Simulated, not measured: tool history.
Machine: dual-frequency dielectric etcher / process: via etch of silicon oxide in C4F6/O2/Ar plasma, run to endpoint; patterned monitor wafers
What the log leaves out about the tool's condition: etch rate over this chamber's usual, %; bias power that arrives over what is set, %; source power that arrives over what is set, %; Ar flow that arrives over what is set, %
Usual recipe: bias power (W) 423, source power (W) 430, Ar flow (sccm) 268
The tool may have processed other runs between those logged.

run	hour	bias power (W)	source power (W)	Ar flow (sccm)	wafers since the last listed run	hours since the last wet clean	hours since the last bias power generator calibration	hours since the last source power generator calibration	hours since the last Ar flow controller change	hours since the last upper electrode change	incoming incoming film thickness, nm	endpoint time (s)
1	0	423	500	268	0	81.3	4011.2	2949.9	2483.5	1997.5	111.5	23.1
2	71.7	423	430	268	1194	153	4082.9	3021.6	2555.2	2069.2	110.7	24.1
3	100.4	423	430	268	478	181.7	4111.6	3050.3	2583.9	2097.9	110.9	24.1
4	144.9	423	430	268	741	226.2	4156.1	3094.8	2628.4	2142.4	111.2	24.6
5	208.6	423	430	268	1061	289.9	4219.8	3158.5	2692.1	2206.1	111.1	24.5
6	252.9	423	470	268	738	334.2	4264.1	3202.8	2736.4	2250.4	111	24
7	306.7	423	430	268	896	388	4317.9	3256.6	2790.2	2304.2	110.6	24.7
8	370.8	423	430	268	1068	452.1	4382	3320.7	2854.3	2368.3	110.4	25
9	416.9	423	430	268	768	498.2	4428.1	3366.8	2900.4	2414.4	110.1	24.6
10	457.5	423	430	268	676	538.8	4468.7	3407.4	2941	2455	111.7	25.1
# hour 525.5: wet clean of the chamber
11	625.7	453	430	203	2403	100.2	4636.9	3575.6	3109.2	2623.2	111.8	22.2
# hour 678.7: bias power generator calibrated
12	685.3	423	390	220	926	159.8	6.6	3635.2	3168.8	2682.8	111.5	24.3
13	749.7	335	340	293	1073	224.2	71	3699.6	3233.2	2747.2	110.4	29.4
# hour 806.7: upper electrode replaced
14	819.1	423	430	308	756	293.6	140.4	3769	3302.6	12.4	111.6	24.7
15	845.3	335	340	293	436	319.8	166.6	3795.2	3328.8	38.6	109.4	29.4
16	892.2	423	430	268	781	366.7	213.5	3842.1	3375.7	85.5	109.5	24.1
17	1050.3	423	400	333	2634	524.8	371.6	4000.2	3533.8	243.6	110.9	26.1
18	1103	423	430	268	878	577.5	424.3	4052.9	3586.5	296.3	110.2	24.8
# hour 1155: source power generator calibrated
# hour 1160.1: wet clean of the chamber
19	1160.6	423	430	268	808	0.5	481.9	5.6	3644.1	353.9	110.2	23.5
20	1205.4	378	350	228	746	45.3	526.7	50.4	3688.9	398.7	111.8	26.8
# hour 1216.4: Ar flow controller replaced
21	1251.4	423	430	268	666	91.3	572.7	96.4	35	444.7	110.6	24
22	1320	423	510	229	1143	159.9	641.3	165	103.6	513.3	111	22.2
23	1363	423	430	289	716	202.9	684.3	208	146.6	556.3	111.3	24.7
24	1390.3	423	430	215	454	230.2	711.6	235.3	173.9	583.6	109.3	23.2
25	1455.6	423	430	268	1088	295.5	776.9	300.6	239.2	648.9	110	24.4
26	1515	423	430	268	989	354.9	836.3	360	298.6	708.3	110	24.3
27	1562.6	374	530	309	793	402.5	883.9	407.6	346.2	755.9	111.1	24.9
# hour 1796.8: wet clean of the chamber
28	1797.3	363	430	268	3511	0.5	1118.6	642.3	580.9	990.6	110.8	25.6
29	1802.2	319	380	232	81	5.4	1123.5	647.2	585.8	995.5	111.2	28.2

Each run again, without the hidden state but with its own random variation kept:
run	endpoint time (s)
1	22.8
2	23.7
3	23.6
4	23.9
5	23.8
6	23.2
7	23.7
8	23.9
9	23.4
10	23.8
11	22.1
12	24.1
13	28.9
14	24.1
15	28.7
16	23.4
17	25
18	23.7
19	23.6
20	26.7
21	23.9
22	21.9
23	24.3
24	22.7
25	23.8
26	23.6
27	24
28	25.7
29	28.3
